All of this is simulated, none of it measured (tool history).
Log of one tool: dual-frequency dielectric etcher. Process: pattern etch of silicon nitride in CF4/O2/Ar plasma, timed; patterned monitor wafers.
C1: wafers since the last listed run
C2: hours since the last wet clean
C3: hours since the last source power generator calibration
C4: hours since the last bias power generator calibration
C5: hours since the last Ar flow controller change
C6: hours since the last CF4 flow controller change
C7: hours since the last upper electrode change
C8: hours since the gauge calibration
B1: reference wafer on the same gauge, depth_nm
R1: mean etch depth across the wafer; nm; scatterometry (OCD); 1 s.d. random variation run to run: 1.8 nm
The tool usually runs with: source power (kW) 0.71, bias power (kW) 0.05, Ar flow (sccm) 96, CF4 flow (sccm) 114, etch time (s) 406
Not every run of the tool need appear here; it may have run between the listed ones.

Run 1, hour 0: usual settings but CF4 flow (sccm) 93; C1 0; C2 308.5; C3 4932.1; C4 2654.7; C5 4511.6; C6 3645.6; C7 4659.6; C8 304.4; B1 1140.1. Result: R1 1138.6 nm.
Run 2, hour 25.1: usual settings; C1 86; C2 333.6; C3 4957.2; C4 2679.8; C5 4536.7; C6 3670.7; C7 4684.7; C8 329.5; B1 1140.2. Result: R1 1163 nm.
Run 3, hour 38.1: usual settings; C1 44; C2 346.6; C3 4970.2; C4 2692.8; C5 4549.7; C6 3683.7; C7 4697.7; C8 342.5; B1 1140.3. Result: R1 1161 nm.
Run 4, hour 62.5: usual settings; C1 84; C2 371; C3 4994.6; C4 2717.2; C5 4574.1; C6 3708.1; C7 4722.1; C8 366.9; B1 1140.7. Result: R1 1159.9 nm.
At hour 75.7: Ar flow controller replaced.
At hour 92.2: upper electrode replaced.
Run 5, hour 92.7: usual settings; C1 26; C2 401.2; C3 5024.8; C4 2747.4; C5 17; C6 3738.3; C7 0.5; C8 397.1; B1 1139.8. Result: R1 1156.6 nm.
At hour 102.4: gauge calibrated.
At hour 121.4: bias power generator calibrated.
Run 6, hour 121.9: usual settings; C1 87; C2 430.4; C3 5054; C4 0.5; C5 46.2; C6 3767.5; C7 29.7; C8 19.5; B1 1139.5. Result: R1 1160.4 nm.
Run 7, hour 153.7: usual settings; C1 109; C2 462.2; C3 5085.8; C4 32.3; C5 78; C6 3799.3; C7 61.5; C8 51.3; B1 1139.9. Result: R1 1155.8 nm.
Run 8, hour 169.6: usual settings; C1 54; C2 478.1; C3 5101.7; C4 48.2; C5 93.9; C6 3815.2; C7 77.4; C8 67.2; B1 1139.6. Result: R1 1156.1 nm.
Run 9, hour 185.2: usual settings but source power (kW) 0.82, CF4 flow (sccm) 136; C1 53; C2 493.7; C3 5117.3; C4 63.8; C5 109.5; C6 3830.8; C7 93; C8 82.8; B1 1139.8. Result: R1 1273.4 nm.
At hour 193.2: CF4 flow controller replaced.
At hour 230: source power generator calibrated.
At hour 231.1: wet clean of the chamber.
Run 10, hour 231.6: usual settings but bias power (kW) 0.061, Ar flow (sccm) 74, CF4 flow (sccm) 100; C1 121; C2 0.5; C3 1.6; C4 110.2; C5 155.9; C6 38.4; C7 139.4; C8 129.2; B1 1139.4. Result: R1 1271.8 nm.
Run 11, hour 236.8: usual settings; C1 17; C2 5.7; C3 6.8; C4 115.4; C5 161.1; C6 43.6; C7 144.6; C8 134.4; B1 1140. Result: R1 1170.3 nm.
Run 12, hour 250.2: usual settings but source power (kW) 0.54; C1 46; C2 19.1; C3 20.2; C4 128.8; C5 174.5; C6 57; C7 158; C8 147.8; B1 1140.2. Result: R1 1029.4 nm.
Run 13, hour 266.4: usual settings but bias power (kW) 0.061, Ar flow (sccm) 111; C1 55; C2 35.3; C3 36.4; C4 145; C5 190.7; C6 73.2; C7 174.2; C8 164; B1 1139.9. Result: R1 1229.4 nm.
Run 14, hour 298.1: usual settings; C1 109; C2 67; C3 68.1; C4 176.7; C5 222.4; C6 104.9; C7 205.9; C8 195.7; B1 1140.3. Result: R1 1173.6 nm.
Run 15, hour 326.3: usual settings but source power (kW) 0.58, etch time (s) 527.5; C1 97; C2 95.2; C3 96.3; C4 204.9; C5 250.6; C6 133.1; C7 234.1; C8 223.9; B1 1139.5. Result: R1 1378.7 nm.
Run 16, hour 360.5: usual settings but source power (kW) 0.62, bias power (kW) 0.06, etch time (s) 345; C1 118; C2 129.4; C3 130.5; C4 239.1; C5 284.8; C6 167.3; C7 268.3; C8 258.1; B1 1140.4. Result: R1 983.3 nm.
Run 17, hour 379.1: usual settings; C1 64; C2 148; C3 149.1; C4 257.7; C5 303.4; C6 185.9; C7 286.9; C8 276.7; B1 1140.1. Result: R1 1167.9 nm.
Run 18, hour 395.6: usual settings but bias power (kW) 0.044, Ar flow (sccm) 86, CF4 flow (sccm) 141; C1 57; C2 164.5; C3 165.6; C4 274.2; C5 319.9; C6 202.4; C7 303.4; C8 293.2; B1 1139.2. Result: R1 1162.2 nm.
Run 19, hour 410.2: usual settings; C1 50; C2 179.1; C3 180.2; C4 288.8; C5 334.5; C6 217; C7 318; C8 307.8; B1 1140. Result: R1 1169.3 nm.
Run 20, hour 426.1: usual settings; C1 54; C2 195; C3 196.1; C4 304.7; C5 350.4; C6 232.9; C7 333.9; C8 323.7; B1 1140.4. Result: R1 1167.3 nm.

Some steps in R1, run to run, broken into two amounts with sign: the step expected even without the hidden condition (settings, incoming material, random variation), and the rest, left for the hidden condition together with whatever gauge scatter is not in both the measured and the hidden-condition-free result:
Hidden state present: etch rate over this chamber's usual, %; source power that arrives over what is set, %; bias power that arrives over what is set, %; Ar flow that arrives over what is set, %; CF4 flow that arrives over what is set, %; gauge reads high (%).
Run 8 -> 9: source power (kW) 0.71 -> 0.82, CF4 flow (sccm) 114 -> 136. R1 +117.3 nm: hidden state -2.6, all else +119.9.
Run 9 -> 10: source power (kW) 0.82 -> 0.71, bias power (kW) 0.05 -> 0.061, Ar flow (sccm) 96 -> 74, CF4 flow (sccm) 136 -> 100, CF4 flow controller replaced, source power generator calibrated, wet clean of the chamber. R1 -1.6 nm: hidden state +20.7, all else -22.3.
Run 14 -> 15: source power (kW) 0.71 -> 0.58, etch time (s) 406 -> 527.5. R1 +205.1 nm: hidden state -1.6, all else +206.7.
Run 15 -> 16: source power (kW) 0.58 -> 0.62, bias power (kW) 0.05 -> 0.06, etch time (s) 527.5 -> 345. R1 -395.4 nm: hidden state +0, all else -395.4.
